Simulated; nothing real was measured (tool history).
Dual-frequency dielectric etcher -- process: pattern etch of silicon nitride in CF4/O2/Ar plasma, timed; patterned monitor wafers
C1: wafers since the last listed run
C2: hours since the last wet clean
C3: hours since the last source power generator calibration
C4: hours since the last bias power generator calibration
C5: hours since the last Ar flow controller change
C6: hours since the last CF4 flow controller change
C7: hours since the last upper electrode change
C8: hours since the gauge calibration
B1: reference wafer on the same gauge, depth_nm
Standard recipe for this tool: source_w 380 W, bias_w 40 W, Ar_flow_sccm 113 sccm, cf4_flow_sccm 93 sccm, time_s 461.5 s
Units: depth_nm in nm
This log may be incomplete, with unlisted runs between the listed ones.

{"run": 1, "day": 0.0, "source_w": 380, "bias_w": 40, "Ar_flow_sccm": 113, "cf4_flow_sccm": 93, "time_s": 461.5, "C1": 0, "C2": 203.2, "C3": 2564.3, "C4": 2841.9, "C5": 2955.2, "C6": 1226.6, "C7": 4269.5, "C8": 1055.4, "B1": 700.9, "depth_nm": 613.3}
{"run": 2, "day": 3.321, "source_w": 380, "bias_w": 40, "Ar_flow_sccm": 113, "cf4_flow_sccm": 93, "time_s": 461.5, "C1": 348, "C2": 282.9, "C3": 2644.0, "C4": 2921.6, "C5": 3034.9, "C6": 1306.3, "C7": 4349.2, "C8": 1135.1, "B1": 700.9, "depth_nm": 611.0}
{"run": 3, "day": 7.012, "source_w": 380, "bias_w": 40, "Ar_flow_sccm": 113, "cf4_flow_sccm": 93, "time_s": 461.5, "C1": 387, "C2": 371.5, "C3": 2732.6, "C4": 3010.2, "C5": 3123.5, "C6": 1394.9, "C7": 4437.8, "C8": 1223.7, "B1": 700.2, "depth_nm": 608.3}
{"run": 4, "day": 8.783, "source_w": 380, "bias_w": 38, "Ar_flow_sccm": 113, "cf4_flow_sccm": 93, "time_s": 374.0, "C1": 185, "C2": 414.0, "C3": 2775.1, "C4": 3052.7, "C5": 3166.0, "C6": 1437.4, "C7": 4480.3, "C8": 1266.2, "B1": 699.6, "depth_nm": 484.6}
{"run": 5, "day": 10.296, "source_w": 380, "bias_w": 40, "Ar_flow_sccm": 132, "cf4_flow_sccm": 93, "time_s": 461.5, "C1": 158, "C2": 450.3, "C3": 2811.4, "C4": 3089.0, "C5": 3202.3, "C6": 1473.7, "C7": 4516.6, "C8": 1302.5, "B1": 699.8, "depth_nm": 599.4}
{"day": 12.858, "done": "wet clean of the chamber"}
{"run": 6, "day": 14.167, "source_w": 380, "bias_w": 40, "Ar_flow_sccm": 132, "cf4_flow_sccm": 93, "time_s": 461.5, "C1": 301, "C2": 31.4, "C3": 2904.3, "C4": 3181.9, "C5": 3295.2, "C6": 1566.6, "C7": 4609.5, "C8": 1395.4, "B1": 698.7, "depth_nm": 596.1}
{"run": 7, "day": 17.933, "source_w": 380, "bias_w": 40, "Ar_flow_sccm": 113, "cf4_flow_sccm": 93, "time_s": 461.5, "C1": 395, "C2": 121.8, "C3": 2994.7, "C4": 3272.3, "C5": 3385.6, "C6": 1657.0, "C7": 4699.9, "C8": 1485.8, "B1": 698.0, "depth_nm": 610.7}
{"run": 8, "day": 20.742, "source_w": 380, "bias_w": 40, "Ar_flow_sccm": 113, "cf4_flow_sccm": 93, "time_s": 514.5, "C1": 294, "C2": 189.2, "C3": 3062.1, "C4": 3339.7, "C5": 3453.0, "C6": 1724.4, "C7": 4767.3, "C8": 1553.2, "B1": 697.9, "depth_nm": 677.9}
{"day": 21.246, "done": "gauge calibrated"}
{"day": 23.104, "done": "source power generator calibrated"}
{"day": 23.796, "done": "CF4 flow controller replaced"}
{"run": 9, "day": 23.817, "source_w": 380, "bias_w": 40, "Ar_flow_sccm": 113, "cf4_flow_sccm": 93, "time_s": 461.5, "C1": 279, "C2": 263.0, "C3": 17.1, "C4": 3413.5, "C5": 3526.8, "C6": 0.5, "C7": 4841.1, "C8": 61.7, "B1": 710.4, "depth_nm": 618.5}
{"day": 27.596, "done": "Ar flow controller replaced"}
{"run": 10, "day": 28.212, "source_w": 310, "bias_w": 32, "Ar_flow_sccm": 125, "cf4_flow_sccm": 100, "time_s": 461.5, "C1": 435, "C2": 368.5, "C3": 122.6, "C4": 3519.0, "C5": 14.8, "C6": 106.0, "C7": 4946.6, "C8": 167.2, "B1": 710.1, "depth_nm": 465.2}
{"run": 11, "day": 30.483, "source_w": 380, "bias_w": 40, "Ar_flow_sccm": 134, "cf4_flow_sccm": 112, "time_s": 461.5, "C1": 238, "C2": 423.0, "C3": 177.1, "C4": 3573.5, "C5": 69.3, "C6": 160.5, "C7": 5001.1, "C8": 221.7, "B1": 709.5, "depth_nm": 628.3}
{"day": 32.967, "done": "wet clean of the chamber"}
{"run": 12, "day": 33.025, "source_w": 380, "bias_w": 37, "Ar_flow_sccm": 113, "cf4_flow_sccm": 93, "time_s": 461.5, "C1": 161, "C2": 1.4, "C3": 238.1, "C4": 3634.5, "C5": 130.3, "C6": 221.5, "C7": 5062.1, "C8": 282.7, "B1": 709.1, "depth_nm": 600.3}
{"day": 33.388, "done": "bias power generator calibrated"}
{"run": 13, "day": 35.321, "source_w": 380, "bias_w": 40, "Ar_flow_sccm": 113, "cf4_flow_sccm": 93, "time_s": 461.5, "C1": 223, "C2": 56.5, "C3": 293.2, "C4": 46.4, "C5": 185.4, "C6": 276.6, "C7": 5117.2, "C8": 337.8, "B1": 708.5, "depth_nm": 618.9}
{"day": 40.196, "done": "upper electrode replaced"}
{"run": 14, "day": 40.217, "source_w": 380, "bias_w": 40, "Ar_flow_sccm": 113, "cf4_flow_sccm": 93, "time_s": 461.5, "C1": 408, "C2": 174.0, "C3": 410.7, "C4": 163.9, "C5": 302.9, "C6": 394.1, "C7": 0.5, "C8": 455.3, "B1": 708.0, "depth_nm": 618.8}
{"run": 15, "day": 43.362, "source_w": 420, "bias_w": 33, "Ar_flow_sccm": 113, "cf4_flow_sccm": 82, "time_s": 376.0, "C1": 330, "C2": 249.5, "C3": 486.2, "C4": 239.4, "C5": 378.4, "C6": 469.6, "C7": 76.0, "C8": 530.8, "B1": 706.3, "depth_nm": 495.2}
{"run": 16, "day": 47.55, "source_w": 380, "bias_w": 40, "Ar_flow_sccm": 96, "cf4_flow_sccm": 80, "time_s": 336.5, "C1": 439, "C2": 350.0, "C3": 586.7, "C4": 339.9, "C5": 478.9, "C6": 570.1, "C7": 176.5, "C8": 631.3, "B1": 706.5, "depth_nm": 444.7}
{"day": 55.167, "done": "wet clean of the chamber"}
{"run": 17, "day": 59.108, "source_w": 380, "bias_w": 48, "Ar_flow_sccm": 113, "cf4_flow_sccm": 93, "time_s": 526.5, "C1": 1108, "C2": 94.6, "C3": 864.1, "C4": 617.3, "C5": 756.3, "C6": 847.5, "C7": 453.9, "C8": 908.7, "B1": 704.7, "depth_nm": 751.5}
{"run": 18, "day": 61.567, "source_w": 380, "bias_w": 40, "Ar_flow_sccm": 106, "cf4_flow_sccm": 93, "time_s": 461.5, "C1": 258, "C2": 153.6, "C3": 923.1, "C4": 676.3, "C5": 815.3, "C6": 906.5, "C7": 512.9, "C8": 967.7, "B1": 703.4, "depth_nm": 618.8}

4 options for the next run, each taken on its own from the tool as it stands now. Forecast them:
{"run": "A", "day": 61.588, "source_w": 380, "bias_w": 40, "Ar_flow_sccm": 113, "cf4_flow_sccm": 93, "time_s": 461.5, "C1": 2, "C2": 154.1, "C3": 923.6, "C4": 676.8, "C5": 815.8, "C6": 907.0, "C7": 513.4, "C8": 968.2, "B1": "?", "depth_nm": "?"}
{"run": "B", "day": 61.588, "source_w": 380, "bias_w": 40, "Ar_flow_sccm": 124, "cf4_flow_sccm": 108, "time_s": 461.5, "C1": 2, "C2": 154.1, "C3": 923.6, "C4": 676.8, "C5": 815.8, "C6": 907.0, "C7": 513.4, "C8": 968.2, "B1": "?", "depth_nm": "?"}
{"run": "C", "day": 61.588, "source_w": 380, "bias_w": 40, "Ar_flow_sccm": 113, "cf4_flow_sccm": 108, "time_s": 461.5, "C1": 2, "C2": 154.1, "C3": 923.6, "C4": 676.8, "C5": 815.8, "C6": 907.0, "C7": 513.4, "C8": 968.2, "B1": "?", "depth_nm": "?"}
{"run": "D", "day": 61.588, "source_w": 380, "bias_w": 43, "Ar_flow_sccm": 130, "cf4_flow_sccm": 93, "time_s": 461.5, "C1": 2, "C2": 154.1, "C3": 923.6, "C4": 676.8, "C5": 815.8, "C6": 907.0, "C7": 513.4, "C8": 968.2, "B1": "?", "depth_nm": "?"}

run=A B1=704.4 depth_nm=613.1
run=B B1=704.4 depth_nm=625.6
run=C B1=704.4 depth_nm=632.1
run=D B1=704.4 depth_nm=621.0
Without the tool's unlogged condition, the same runs would have read:
run=A depth_nm=618.5
run=B depth_nm=631.1
run=C depth_nm=637.6
run=D depth_nm=626.4

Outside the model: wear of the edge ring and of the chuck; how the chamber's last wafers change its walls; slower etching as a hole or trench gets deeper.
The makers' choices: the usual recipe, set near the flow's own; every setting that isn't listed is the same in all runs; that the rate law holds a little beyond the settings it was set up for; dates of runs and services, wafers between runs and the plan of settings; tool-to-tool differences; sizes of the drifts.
